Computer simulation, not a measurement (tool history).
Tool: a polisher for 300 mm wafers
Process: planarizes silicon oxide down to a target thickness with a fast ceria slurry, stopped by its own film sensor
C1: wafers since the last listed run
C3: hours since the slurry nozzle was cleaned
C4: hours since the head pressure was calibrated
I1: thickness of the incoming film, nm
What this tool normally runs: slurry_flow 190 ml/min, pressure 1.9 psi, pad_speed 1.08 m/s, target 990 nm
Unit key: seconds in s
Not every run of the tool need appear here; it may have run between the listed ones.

run 1 hour=0 | slurry_flow=190 pressure=1.9 pad_speed=1.08 target=990 | C1=0 wafers_polished_on_this_pad=2147 C3=65.4 C4=310 | I1=1740.1 | seconds=61.6
run 2 hour=16.2 | slurry_flow=190 pressure=1.9 pad_speed=1.08 target=990 | C1=215 wafers_polished_on_this_pad=2363 C3=81.6 C4=326.2 | I1=1735.8 | seconds=61.6
run 3 hour=46 | slurry_flow=190 pressure=1.9 pad_speed=1.08 target=990 | C1=397 wafers_polished_on_this_pad=2761 C3=111.4 C4=356 | I1=1769.1 | seconds=65.2
run 4 hour=70.6 | slurry_flow=190 pressure=1.9 pad_speed=1.28 target=990 | C1=327 wafers_polished_on_this_pad=3089 C3=136 C4=380.6 | I1=1743 | seconds=51.9
-- hour=79.5 worn pad replaced by a new one
run 5 hour=105.3 | slurry_flow=190 pressure=1.9 pad_speed=1.08 target=990 | C1=409 wafers_polished_on_this_pad=343 C3=170.7 C4=415.3 | I1=1724.1 | seconds=60.9
run 6 hour=132.2 | slurry_flow=190 pressure=1.9 pad_speed=1.08 target=990 | C1=358 wafers_polished_on_this_pad=702 C3=197.6 C4=442.2 | I1=1742 | seconds=63.3
run 7 hour=145.4 | slurry_flow=190 pressure=1.9 pad_speed=1.08 target=990 | C1=175 wafers_polished_on_this_pad=878 C3=210.8 C4=455.4 | I1=1737.5 | seconds=61.8
run 8 hour=173.4 | slurry_flow=190 pressure=1.9 pad_speed=1.08 target=990 | C1=373 wafers_polished_on_this_pad=1251 C3=238.8 C4=483.4 | I1=1768.5 | seconds=64.2
run 9 hour=207.2 | slurry_flow=190 pressure=1.9 pad_speed=1.08 target=990 | C1=450 wafers_polished_on_this_pad=1702 C3=272.6 C4=517.2 | I1=1718.2 | seconds=60.7
run 10 hour=242.8 | slurry_flow=190 pressure=1.9 pad_speed=1.08 target=990 | C1=474 wafers_polished_on_this_pad=2176 C3=308.2 C4=552.8 | I1=1714.7 | seconds=60.3
-- hour=265.4 slurry nozzle cleaned
run 11 hour=270.4 | slurry_flow=190 pressure=1.9 pad_speed=1.08 target=990 | C1=354 wafers_polished_on_this_pad=2531 C3=5 C4=580.4 | I1=1712.5 | seconds=59.2
-- hour=300.7 worn pad replaced by a new one
run 12 hour=301.2 | slurry_flow=190 pressure=1.9 pad_speed=0.98 target=990 | C1=357 wafers_polished_on_this_pad=6 C3=35.8 C4=611.2 | I1=1723.8 | seconds=66.1
run 13 hour=325.1 | slurry_flow=190 pressure=1.9 pad_speed=0.98 target=990 | C1=318 wafers_polished_on_this_pad=324 C3=59.7 C4=635.1 | I1=1748.2 | seconds=70.4
run 14 hour=338.2 | slurry_flow=190 pressure=1.9 pad_speed=0.98 target=990 | C1=174 wafers_polished_on_this_pad=499 C3=72.8 C4=648.2 | I1=1729.3 | seconds=67.7
run 15 hour=364.2 | slurry_flow=190 pressure=1.9 pad_speed=1.08 target=990 | C1=346 wafers_polished_on_this_pad=846 C3=98.8 C4=674.2 | I1=1714.9 | seconds=60.5
run 16 hour=391.6 | slurry_flow=190 pressure=1.9 pad_speed=1.08 target=990 | C1=365 wafers_polished_on_this_pad=1211 C3=126.2 C4=701.6 | I1=1730.7 | seconds=60.9
run 17 hour=405.8 | slurry_flow=205 pressure=2.6 pad_speed=1.08 target=990 | C1=189 wafers_polished_on_this_pad=1400 C3=140.4 C4=715.8 | I1=1735.7 | seconds=44.3
run 18 hour=430.7 | slurry_flow=190 pressure=1.9 pad_speed=1.08 target=990 | C1=331 wafers_polished_on_this_pad=1732 C3=165.3 C4=740.7 | I1=1740.9 | seconds=63
run 19 hour=455.7 | slurry_flow=225 pressure=2.2 pad_speed=0.82 target=990 | C1=333 wafers_polished_on_this_pad=2066 C3=190.3 C4=765.7 | I1=1722 | seconds=68.4
-- hour=487.8 head pressure recalibrated
run 20 hour=488.3 | slurry_flow=165 pressure=2.2 pad_speed=0.74 target=990 | C1=407 wafers_polished_on_this_pad=2474 C3=222.9 C4=0.5 | I1=1731.6 | seconds=79.6
run 21 hour=509.3 | slurry_flow=190 pressure=1.9 pad_speed=1.08 target=990 | C1=279 wafers_polished_on_this_pad=2754 C3=243.9 C4=21.5 | I1=1734.7 | seconds=62
run 22 hour=522 | slurry_flow=240 pressure=1.3 pad_speed=1.08 target=1144 | C1=169 wafers_polished_on_this_pad=2923 C3=256.6 C4=34.2 | I1=1774.9 | seconds=75
-- hour=530.8 worn pad replaced by a new one
run 23 hour=548.4 | slurry_flow=230 pressure=1.9 pad_speed=0.8 target=737 | C1=298 wafers_polished_on_this_pad=234 C3=283 C4=60.6 | I1=1719.6 | seconds=108
run 24 hour=563.4 | slurry_flow=155 pressure=1.6 pad_speed=1.36 target=990 | C1=199 wafers_polished_on_this_pad=434 C3=298 C4=75.6 | I1=1760.5 | seconds=61
run 25 hour=582.8 | slurry_flow=190 pressure=1.9 pad_speed=0.98 target=990 | C1=258 wafers_polished_on_this_pad=693 C3=317.4 C4=95 | I1=1756.2 | seconds=68.9
-- hour=607.8 slurry nozzle cleaned
run 26 hour=608.3 | slurry_flow=170 pressure=1.3 pad_speed=1.28 target=885 | C1=326 wafers_polished_on_this_pad=1019 C3=0.5 C4=120.5 | I1=1750.3 | seconds=91.8
run 27 hour=634.4 | slurry_flow=190 pressure=1.9 pad_speed=1.18 target=990 | C1=347 wafers_polished_on_this_pad=1367 C3=26.6 C4=146.6 | I1=1756.9 | seconds=58.4
run 28 hour=664.9 | slurry_flow=190 pressure=1.9 pad_speed=1.08 target=990 | C1=406 wafers_polished_on_this_pad=1774 C3=57.1 C4=177.1 | I1=1738.1 | seconds=62
run 29 hour=691.2 | slurry_flow=190 pressure=1.9 pad_speed=1.08 target=990 | C1=350 wafers_polished_on_this_pad=2125 C3=83.4 C4=203.4 | I1=1727.6 | seconds=61.7
run 30 hour=723.4 | slurry_flow=190 pressure=1.9 pad_speed=1.08 target=990 | C1=429 wafers_polished_on_this_pad=2554 C3=115.6 C4=235.6 | I1=1708.3 | seconds=59.6
-- hour=739.2 worn pad replaced by a new one
run 31 hour=747.9 | slurry_flow=190 pressure=2.3 pad_speed=1.3 target=990 | C1=273 wafers_polished_on_this_pad=115 C3=140.1 C4=260.1 | I1=1723.4 | seconds=41.5
run 32 hour=768 | slurry_flow=190 pressure=1.9 pad_speed=1.08 target=990 | C1=267 wafers_polished_on_this_pad=383 C3=160.2 C4=280.2 | I1=1732.4 | seconds=61.8
run 33 hour=789.2 | slurry_flow=190 pressure=1.4 pad_speed=1.08 target=990 | C1=282 wafers_polished_on_this_pad=666 C3=181.4 C4=301.4 | I1=1718.2 | seconds=82.9
run 34 hour=805.9 | slurry_flow=190 pressure=1.9 pad_speed=0.94 target=990 | C1=222 wafers_polished_on_this_pad=888 C3=198.1 C4=318.1 | I1=1725.3 | seconds=70.5
run 35 hour=838.1 | slurry_flow=250 pressure=1.9 pad_speed=1.08 target=990 | C1=429 wafers_polished_on_this_pad=1318 C3=230.3 C4=350.3 | I1=1721.6 | seconds=59.1
run 36 hour=859.8 | slurry_flow=190 pressure=1.9 pad_speed=1.18 target=790 | C1=289 wafers_polished_on_this_pad=1607 C3=252 C4=372 | I1=1744.6 | seconds=71

5 ways to go on from here, each from the tool as it stands after run 36. What would each give?
run A hour=860.2 | slurry_flow=190 pressure=1.9 pad_speed=1.08 target=990 | C1=5 wafers_polished_on_this_pad=1612 C3=252.4 C4=372.4 | I1=1724.3 | seconds=?
run B hour=860.2 | slurry_flow=190 pressure=1.9 pad_speed=1.36 target=1162 | C1=5 wafers_polished_on_this_pad=1612 C3=252.4 C4=372.4 | I1=1724.3 | seconds=?
run C hour=860.2 | slurry_flow=235 pressure=2.2 pad_speed=0.72 target=921 | C1=5 wafers_polished_on_this_pad=1612 C3=252.4 C4=372.4 | I1=1724.3 | seconds=?
run D hour=860.2 | slurry_flow=190 pressure=1.9 pad_speed=1.08 target=1128 | C1=5 wafers_polished_on_this_pad=1612 C3=252.4 C4=372.4 | I1=1724.3 | seconds=?
run E hour=860.2 | slurry_flow=150 pressure=1.5 pad_speed=0.72 target=802 | C1=5 wafers_polished_on_this_pad=1612 C3=252.4 C4=372.4 | I1=1724.3 | seconds=?

run=A seconds=61.4
run=B seconds=37.3
run=C seconds=84.8
run=D seconds=49.8
run=E seconds=151.6
Stripped of hidden state, with their random variation kept, the same runs would have yielded:
run=A seconds=61.4
run=B seconds=37.3
run=C seconds=84.8
run=D seconds=49.8
run=E seconds=151.6
